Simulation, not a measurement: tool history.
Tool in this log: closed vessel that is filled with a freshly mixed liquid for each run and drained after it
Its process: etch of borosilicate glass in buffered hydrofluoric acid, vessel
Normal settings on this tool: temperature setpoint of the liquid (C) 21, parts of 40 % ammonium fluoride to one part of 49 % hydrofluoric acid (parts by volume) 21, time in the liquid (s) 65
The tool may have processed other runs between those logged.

run	day	temperature setpoint of the liquid (C)	parts of 40 % ammonium fluoride to one part of 49 % hydrofluoric acid (parts by volume)	time in the liquid (s)	read-back film thickness of the borosilicate glass reference wafer, read on the same gauge (nm)	thickness taken off the borosilicate glass on a monitor wafer (Å)
1	0	21	21	65	80.01	386.7
2	2.246	21	21	65	80.02	383.1
3	3.933	21	21	65	80.02	391.2
4	6.658	21	21	65	80.02	387
5	8.275	21	21	65	80	390.8
6	9.575	21	21	65	79.98	392.3
7	12.188	21	21	65	79.98	394.3
8	15.183	21	15.5	50	79.99	410.1
9	17.45	23.5	21	65	80.01	453.7
10	19.121	21	21	65	80.01	396.4
11	21.425	21	21	65	80.01	403.4
12	22.95	21	21	65	80.01	404.8
# day 24.442: gauge calibrated
# day 25.85: hydrofluoric acid flow meter replaced
13	25.925	21	21	65	80	389.6
14	28.725	21	26	65	79.98	335.6
15	31.354	21	26	65	80	340.9
16	33.117	21	25.5	65	80.01	344.6
17	34.892	17	17	65	79.99	395.6
18	37.262	21	21	65	80	396.2
19	39.079	18	18	80	80.02	484.5
20	40.429	21	25.5	65	79.99	355.6
21	42.008	21	24	105	80.02	594.1
22	44.979	25.5	26	30	79.99	206
23	46.788	17	21	65	80	330.4
24	48.079	25	13	50	79.99	628.7
# day 49.112: thermometer replaced
25	50.479	21	21	65	80	353.5
26	52.071	23.5	21	65	80.01	408.8
27	54.479	18	24	65	79.99	280.2
28	55.958	25	14.5	55	80	541.5
29	57.808	25.5	23.5	90	80.04	593.7
30	59.504	17	21	65	79.99	292.3
31	61.296	21	21	30	80.02	166.6
32	63.292	21	28.5	50	79.99	229.6
# day 69.242: hydrofluoric acid flow meter replaced
33	69.862	25	21	40	79.99	271.3

Consider 3 possible next runs. They are alternatives, not a sequence: every one starts from the tool as it was left by run 33. What does each give?
A	69.892	21	18.5	65	?	?
B	69.892	23.5	16	30	?	?
C	69.892	25.5	18.5	85	?	?

run	read-back film thickness of the borosilicate glass reference wafer, read on the same gauge (nm)	thickness taken off the borosilicate glass on a monitor wafer (Å)
A	80.04	399.9
B	80.04	244
C	80.04	666.3
The same runs, with their run-to-run variation unchanged, on a tool lacking any hidden condition would have given:
run	thickness taken off the borosilicate glass on a monitor wafer (Å)
A	380.8
B	232.5
C	635
